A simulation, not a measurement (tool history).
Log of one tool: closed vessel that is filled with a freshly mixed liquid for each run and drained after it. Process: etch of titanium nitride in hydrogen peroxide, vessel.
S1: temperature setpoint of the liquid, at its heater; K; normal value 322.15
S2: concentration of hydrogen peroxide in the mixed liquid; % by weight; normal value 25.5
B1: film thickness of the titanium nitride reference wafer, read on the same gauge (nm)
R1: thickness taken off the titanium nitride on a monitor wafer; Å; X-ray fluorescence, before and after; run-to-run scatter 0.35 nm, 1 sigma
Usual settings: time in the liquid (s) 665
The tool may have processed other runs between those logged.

run 1 hour=0 | S1=324.15 S2=25.5 time_in_the_liquid_(s)=665 | B1=129.97 | R1=510
run 2 hour=30.6 | S1=324.15 S2=25.5 time_in_the_liquid_(s)=665 | B1=129.95 | R1=514.6
run 3 hour=58.7 | S1=322.15 S2=21.5 time_in_the_liquid_(s)=665 | B1=129.98 | R1=419.5
run 4 hour=77.9 | S1=322.15 S2=21.5 time_in_the_liquid_(s)=665 | B1=130.02 | R1=425.8
run 5 hour=90.4 | S1=322.15 S2=25.5 time_in_the_liquid_(s)=665 | B1=130.01 | R1=437.5
run 6 hour=115.4 | S1=322.15 S2=25.5 time_in_the_liquid_(s)=665 | B1=130.04 | R1=442
run 7 hour=136.9 | S1=322.15 S2=25.5 time_in_the_liquid_(s)=665 | B1=129.95 | R1=440.9
run 8 hour=169.6 | S1=318.65 S2=30 time_in_the_liquid_(s)=270 | B1=129.98 | R1=143.8
-- hour=172.4 peroxide flow meter replaced
-- hour=181.1 gauge calibrated
-- hour=193.3 thermometer replaced
run 9 hour=193.8 | S1=322.15 S2=25.5 time_in_the_liquid_(s)=665 | B1=130.01 | R1=438.8
-- hour=211.8 new drum of peroxide connected
run 10 hour=224.2 | S1=316.15 S2=30 time_in_the_liquid_(s)=915 | B1=130.05 | R1=406
run 11 hour=246.4 | S1=316.15 S2=23.5 time_in_the_liquid_(s)=665 | B1=130 | R1=277.4
run 12 hour=264.3 | S1=325.15 S2=20.5 time_in_the_liquid_(s)=665 | B1=130 | R1=523.6
run 13 hour=283.1 | S1=318.65 S2=21.5 time_in_the_liquid_(s)=665 | B1=130.03 | R1=325.7
run 14 hour=361.1 | S1=322.15 S2=25.5 time_in_the_liquid_(s)=665 | B1=130.02 | R1=443.8

3 options for the next run, each taken on its own from the tool as it stands now. Forecast them:
run A hour=361.9 | S1=322.15 S2=30 time_in_the_liquid_(s)=665 | B1=? | R1=?
run B hour=361.9 | S1=329.15 S2=19 time_in_the_liquid_(s)=990 | B1=? | R1=?
run C hour=361.9 | S1=328.15 S2=25.5 time_in_the_liquid_(s)=665 | B1=? | R1=?

run=A B1=130.01 R1=458
run=B B1=130.01 R1=1015.8
run=C B1=130.01 R1=678
The same runs, with their run-to-run variation unchanged, on a tool lacking any hidden condition would have given:
run=A R1=458
run=B R1=1015.8
run=C R1=678
